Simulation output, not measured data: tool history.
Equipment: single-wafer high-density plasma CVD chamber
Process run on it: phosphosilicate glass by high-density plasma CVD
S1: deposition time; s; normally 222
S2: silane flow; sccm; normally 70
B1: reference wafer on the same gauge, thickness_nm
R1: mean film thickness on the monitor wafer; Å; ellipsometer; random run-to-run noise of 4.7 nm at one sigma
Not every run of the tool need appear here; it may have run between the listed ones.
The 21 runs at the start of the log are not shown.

Run 22, hour 1963.2: usual settings but S2 62 sccm; B1 1518.846. Result: R1 14439.05 Å.
Run 23, hour 2001.3: usual settings but S1 254 s; B1 1519.824. Result: R1 18569.47 Å.
Run 24, hour 2058.2: usual settings but S1 178 s, S2 64 sccm; B1 1520.058. Result: R1 11878.51 Å.
Run 25, hour 2230.4: usual settings but S1 245 s; B1 1519.932. Result: R1 17943.80 Å.
Run 26, hour 2281.2: usual settings but S1 197 s, S2 62 sccm; B1 1518.461. Result: R1 12797.88 Å.
Run 27, hour 2329.5: usual settings but S2 59 sccm; B1 1522.351. Result: R1 13637.57 Å.
Run 28, hour 2418.5: usual settings; B1 1519.218. Result: R1 16276.33 Å.
Run 29, hour 2517.5: usual settings; B1 1518.539. Result: R1 16231.28 Å.
Run 30, hour 2614.2: usual settings but S1 193 s, S2 82 sccm; B1 1519.740. Result: R1 16496.31 Å.
Run 31, hour 2700.0: usual settings; B1 1520.571. Result: R1 16217.56 Å.
Run 32, hour 2807.8: usual settings but S1 251 s, S2 74 sccm; B1 1520.254. Result: R1 19313.04 Å.
Run 33, hour 2908.2: usual settings but S2 64 sccm; B1 1517.835. Result: R1 14888.17 Å.
Run 34, hour 2964.7: usual settings but S1 193 s, S2 82 sccm; B1 1520.380. Result: R1 16560.57 Å.
Run 35, hour 3014.6: usual settings but S2 56 sccm; B1 1520.346. Result: R1 13029.17 Å.
Run 36, hour 3093.9: usual settings but S1 251 s, S2 60 sccm; B1 1521.263. Result: R1 15880.57 Å.
Run 37, hour 3189.3: usual settings but S2 74 sccm; B1 1520.662. Result: R1 17209.75 Å.
Run 38, hour 3254.2: usual settings but S1 193 s, S2 81 sccm; B1 1520.373. Result: R1 16303.80 Å.
Run 39, hour 3299.3: usual settings; B1 1520.669. Result: R1 16272.74 Å.
Run 40, hour 3347.9: usual settings but S1 248 s, S2 58 sccm; B1 1518.654. Result: R1 15099.92 Å.
Run 41, hour 3425.7: usual settings but S1 192 s; B1 1518.364. Result: R1 14081.70 Å.
Run 42, hour 3524.3: usual settings but S1 191 s, S2 63 sccm; B1 1519.742. Result: R1 12596.68 Å.
Run 43, hour 3647.6: usual settings but S1 195 s, S2 57 sccm; B1 1518.902. Result: R1 11631.26 Å.
Run 44, hour 3689.0: usual settings but S1 243 s, S2 57 sccm; B1 1520.637. Result: R1 14520.88 Å.
At hour 3720.3: silane flow controller replaced.
Run 45, hour 3745.2: usual settings but S1 245 s, S2 60 sccm; B1 1520.445. Result: R1 15410.10 Å.

Branching from run 45: 5 alternative next runs. What would each branch give?
Run A, hour 3745.7: usual settings but S2 79 sccm; B1 ?. Result: R1 ?.
Run B, hour 3745.7: usual settings but S1 195 s, S2 60 sccm; B1 ?. Result: R1 ?.
Run C, hour 3745.7: usual settings but S1 205 s, S2 63 sccm; B1 ?. Result: R1 ?.
Run D, hour 3745.7: usual settings but S1 252 s, S2 75 sccm; B1 ?. Result: R1 ?.
Run E, hour 3745.7: usual settings but S1 236 s, S2 62 sccm; B1 ?. Result: R1 ?.

run        B1        R1
  A  1518.660  18389.17
  B  1518.660  12291.31
  C  1518.660  13562.59
  D  1518.660  19823.66
  E  1518.660  15367.56
Take away the tool's hidden state, keep each run's random variation, and the runs would have read:
run        R1
  A  18389.17
  B  12291.31
  C  13562.59
  D  19823.66
  E  15367.56
